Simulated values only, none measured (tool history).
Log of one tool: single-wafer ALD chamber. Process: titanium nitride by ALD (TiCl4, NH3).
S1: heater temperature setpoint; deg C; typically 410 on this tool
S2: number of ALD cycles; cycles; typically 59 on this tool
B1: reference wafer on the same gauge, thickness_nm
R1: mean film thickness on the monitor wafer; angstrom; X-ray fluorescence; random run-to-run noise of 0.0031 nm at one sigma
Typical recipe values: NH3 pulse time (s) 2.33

{"run": 1, "day": 0.0, "S1": 410, "S2": 59, "NH3 pulse time (s)": 2.03, "B1": 1.33, "R1": 12.31}
{"run": 2, "day": 3.921, "S1": 410, "S2": 59, "NH3 pulse time (s)": 2.03, "B1": 1.331, "R1": 12.27}
{"run": 3, "day": 6.262, "S1": 410, "S2": 59, "NH3 pulse time (s)": 2.33, "B1": 1.329, "R1": 12.35}
{"run": 4, "day": 8.133, "S1": 410, "S2": 59, "NH3 pulse time (s)": 2.33, "B1": 1.33, "R1": 12.34}
{"run": 5, "day": 9.742, "S1": 410, "S2": 59, "NH3 pulse time (s)": 2.33, "B1": 1.329, "R1": 12.3}
{"run": 6, "day": 13.612, "S1": 410, "S2": 59, "NH3 pulse time (s)": 2.33, "B1": 1.331, "R1": 12.36}
{"run": 7, "day": 15.912, "S1": 410, "S2": 59, "NH3 pulse time (s)": 2.33, "B1": 1.331, "R1": 12.38}
{"run": 8, "day": 18.546, "S1": 410, "S2": 59, "NH3 pulse time (s)": 2.33, "B1": 1.329, "R1": 12.35}
{"run": 9, "day": 21.625, "S1": 410, "S2": 59, "NH3 pulse time (s)": 2.33, "B1": 1.33, "R1": 12.34}
{"run": 10, "day": 23.546, "S1": 410, "S2": 59, "NH3 pulse time (s)": 2.33, "B1": 1.33, "R1": 12.32}
{"day": 24.342, "done": "gauge calibrated"}
{"run": 11, "day": 26.283, "S1": 410, "S2": 59, "NH3 pulse time (s)": 2.33, "B1": 1.329, "R1": 12.31}
{"run": 12, "day": 29.583, "S1": 410, "S2": 59, "NH3 pulse time (s)": 2.33, "B1": 1.33, "R1": 12.37}
{"day": 29.992, "done": "thermocouple changed; heater temperature recalibrated"}
{"run": 13, "day": 32.233, "S1": 410, "S2": 59, "NH3 pulse time (s)": 2.33, "B1": 1.33, "R1": 12.37}
{"run": 14, "day": 35.358, "S1": 421, "S2": 59, "NH3 pulse time (s)": 1.55, "B1": 1.331, "R1": 12.11}
{"run": 15, "day": 37.45, "S1": 410, "S2": 68, "NH3 pulse time (s)": 2.33, "B1": 1.33, "R1": 14.24}
{"run": 16, "day": 40.438, "S1": 410, "S2": 52, "NH3 pulse time (s)": 1.88, "B1": 1.33, "R1": 10.71}
{"day": 42.058, "done": "showerhead replaced"}
{"run": 17, "day": 42.362, "S1": 410, "S2": 59, "NH3 pulse time (s)": 2.33, "B1": 1.331, "R1": 12.38}
{"run": 18, "day": 46.812, "S1": 423, "S2": 59, "NH3 pulse time (s)": 1.51, "B1": 1.329, "R1": 12.09}
{"run": 19, "day": 50.188, "S1": 410, "S2": 59, "NH3 pulse time (s)": 3.08, "B1": 1.33, "R1": 12.48}
{"run": 20, "day": 51.992, "S1": 400, "S2": 48, "NH3 pulse time (s)": 2.33, "B1": 1.33, "R1": 10.05}
{"run": 21, "day": 56.438, "S1": 410, "S2": 59, "NH3 pulse time (s)": 2.33, "B1": 1.33, "R1": 12.35}
{"run": 22, "day": 59.667, "S1": 410, "S2": 59, "NH3 pulse time (s)": 2.33, "B1": 1.331, "R1": 12.4}
{"run": 23, "day": 61.729, "S1": 410, "S2": 59, "NH3 pulse time (s)": 2.33, "B1": 1.331, "R1": 12.31}
{"run": 24, "day": 71.283, "S1": 416, "S2": 59, "NH3 pulse time (s)": 1.64, "B1": 1.33, "R1": 12.12}
{"day": 72.692, "done": "thermocouple changed; heater temperature recalibrated"}
{"run": 25, "day": 72.917, "S1": 396, "S2": 70, "NH3 pulse time (s)": 1.68, "B1": 1.33, "R1": 14.23}
{"run": 26, "day": 78.096, "S1": 410, "S2": 59, "NH3 pulse time (s)": 2.33, "B1": 1.33, "R1": 12.33}

List, for all runs, the conditions of the tool that the log does not record:
wafer temperature above the value expected at the setpoint (K): 0 in every run
gauge reads high (%): 0 in every run
